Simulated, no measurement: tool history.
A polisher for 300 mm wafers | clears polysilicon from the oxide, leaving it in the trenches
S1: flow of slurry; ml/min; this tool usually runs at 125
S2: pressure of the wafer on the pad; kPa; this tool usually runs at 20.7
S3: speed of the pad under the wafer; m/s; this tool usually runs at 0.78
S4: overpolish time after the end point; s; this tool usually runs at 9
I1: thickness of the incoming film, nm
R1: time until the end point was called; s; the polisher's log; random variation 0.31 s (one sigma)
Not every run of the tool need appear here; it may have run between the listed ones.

run 1 hour=0 | S1=125 S2=20.7 S3=0.78 S4=9 | I1=361.8 | R1=27
run 2 hour=60.6 | S1=125 S2=20.7 S3=0.78 S4=9 | I1=357.8 | R1=26.3
-- hour=91.3 slurry nozzle cleaned
run 3 hour=130.9 | S1=125 S2=20.7 S3=0.78 S4=9 | I1=357.7 | R1=26.7
-- hour=226.8 worn pad replaced by a new one
run 4 hour=233.2 | S1=125 S2=20.7 S3=0.78 S4=9 | I1=356.2 | R1=25
run 5 hour=337.3 | S1=125 S2=20.7 S3=0.9 S4=9 | I1=358.3 | R1=22.2
run 6 hour=373.5 | S1=125 S2=20.7 S3=0.9 S4=9 | I1=352.6 | R1=22
run 7 hour=437.2 | S1=125 S2=25.5 S3=0.7 S4=9 | I1=359.6 | R1=24
-- hour=486.3 head pressure recalibrated
run 8 hour=514.8 | S1=110 S2=27.6 S3=0.98 S4=9 | I1=356.2 | R1=18.1
-- hour=574.9 worn pad replaced by a new one
-- hour=663.4 slurry nozzle cleaned
run 9 hour=827.7 | S1=170 S2=20.7 S3=0.68 S4=9 | I1=364.5 | R1=27.6
run 10 hour=883.2 | S1=115 S2=20.7 S3=0.78 S4=7 | I1=355.6 | R1=26.9
-- hour=922.4 worn pad replaced by a new one
-- hour=964.6 head pressure recalibrated
-- hour=1178.8 slurry nozzle cleaned
run 11 hour=1203.5 | S1=125 S2=20.7 S3=0.78 S4=9 | I1=357.3 | R1=26.6
-- hour=1244.3 worn pad replaced by a new one
run 12 hour=1262.6 | S1=125 S2=24.8 S3=1.02 S4=9 | I1=361.7 | R1=16.9
run 13 hour=1364.2 | S1=125 S2=20.7 S3=0.78 S4=9 | I1=364.6 | R1=25.7
-- hour=1428.1 head pressure recalibrated
run 14 hour=1441.9 | S1=125 S2=20.7 S3=0.78 S4=13 | I1=357.8 | R1=27.3
-- hour=1558.7 worn pad replaced by a new one
run 15 hour=1650.4 | S1=105 S2=20.7 S3=0.78 S4=9 | I1=361.9 | R1=26.4

Predict each of these 3 candidate next runs independently; none follows another, all start after run 15:
run A hour=1650.8 | S1=125 S2=20.7 S3=0.78 S4=14 | I1=356.7 | R1=?
run B hour=1650.8 | S1=95 S2=20.7 S3=0.78 S4=9 | I1=356.7 | R1=?
run C hour=1650.8 | S1=160 S2=20.7 S3=0.86 S4=5 | I1=356.7 | R1=?

run=A R1=24.9
run=B R1=26.7
run=C R1=21.6
Had the tool no hidden state, the same runs would have come out as:
run=A R1=26.2
run=B R1=28.1
run=C R1=22.8

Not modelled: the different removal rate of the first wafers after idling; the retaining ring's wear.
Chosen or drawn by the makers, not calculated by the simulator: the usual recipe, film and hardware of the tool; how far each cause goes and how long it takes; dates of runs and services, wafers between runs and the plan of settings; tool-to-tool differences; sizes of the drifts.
